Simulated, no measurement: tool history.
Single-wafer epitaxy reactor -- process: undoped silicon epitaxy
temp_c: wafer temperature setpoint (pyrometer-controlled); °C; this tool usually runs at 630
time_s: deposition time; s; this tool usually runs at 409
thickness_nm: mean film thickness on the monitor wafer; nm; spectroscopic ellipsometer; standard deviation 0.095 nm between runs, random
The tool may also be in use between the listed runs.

run,hour,temp_c,time_s,wafers since the last listed run,hours since the last pyrometer calibration,hours since the gauge calibration,"read-back reference wafer on the same gauge, thickness_nm",thickness_nm
1,0.0,627,409,0,1944.7,352.3,45.417,38.819
2,40.0,627,409,185,1984.7,392.3,45.380,38.832
3,68.6,630,454,132,2013.3,420.9,45.394,46.757
4,102.6,630,454,157,2047.3,454.9,45.406,46.834
5,145.4,630,409,198,2090.1,497.7,45.418,42.198
6,173.6,630,409,130,2118.3,525.9,45.403,42.029
7,241.8,630,409,316,2186.5,594.1,45.407,42.140
8,299.7,630,445,268,2244.4,652.0,45.455,45.706
9,366.2,630,409,308,2310.9,718.5,45.370,41.991
10,400.5,630,409,159,2345.2,752.8,45.412,42.054
11,471.5,630,409,329,2416.2,823.8,45.371,42.040
12,516.3,630,409,208,2461.0,868.6,45.404,42.098
13,585.2,630,409,319,2529.9,937.5,45.419,42.254
14,612.0,630,409,124,2556.7,964.3,45.423,42.142
15,650.9,630,409,180,2595.6,1003.2,45.404,42.066
16,693.7,630,409,198,2638.4,1046.0,45.386,42.141
# hour 739.0: pyrometer calibrated
17,761.9,630,409,279,22.9,1114.2,45.389,42.203
18,796.7,621,383,161,57.7,1149.0,45.404,31.168
19,823.8,615,409,125,84.8,1176.1,45.401,28.286
20,877.1,636,377,247,138.1,1229.4,45.368,45.170
# hour 879.4: gauge calibrated
21,940.4,635,385,293,201.4,61.0,45.389,44.989
22,992.7,641,347,242,253.7,113.3,45.411,47.430
23,1018.2,641,387,118,279.2,138.8,45.391,52.792
24,1089.7,630,409,332,350.7,210.3,45.423,42.026
25,1132.9,630,409,200,393.9,253.5,45.410,42.041
26,1168.9,637,486,167,429.9,289.5,45.358,59.865
27,1234.3,630,409,303,495.3,354.9,45.436,42.222
28,1301.5,630,333,312,562.5,422.1,45.388,34.409
29,1333.7,643,376,149,594.7,454.3,45.385,53.988
30,1395.0,630,483,284,656.0,515.6,45.361,49.711
31,1447.2,630,382,242,708.2,567.8,45.416,39.428
32,1500.9,622,342,249,761.9,621.5,45.391,28.482
33,1547.1,616,379,214,808.1,667.7,45.401,26.996
34,1571.6,635,385,113,832.6,692.2,45.362,45.108
35,1640.3,630,409,319,901.3,760.9,45.356,42.082

4 options for the next run, each taken on its own from the tool as it stands now. Forecast them:
A,1640.8,630,380,2,901.8,761.4,?,?
B,1640.8,635,332,2,901.8,761.4,?,?
C,1640.8,620,453,2,901.8,761.4,?,?
D,1640.8,625,328,2,901.8,761.4,?,?

run,"read-back reference wafer on the same gauge, thickness_nm",thickness_nm
A,45.414,39.066
B,45.414,38.828
C,45.414,35.807
D,45.414,29.592
With no hidden state in the tool, these same runs would have given:
run,thickness_nm
A,39.066
B,38.828
C,35.807
D,29.592
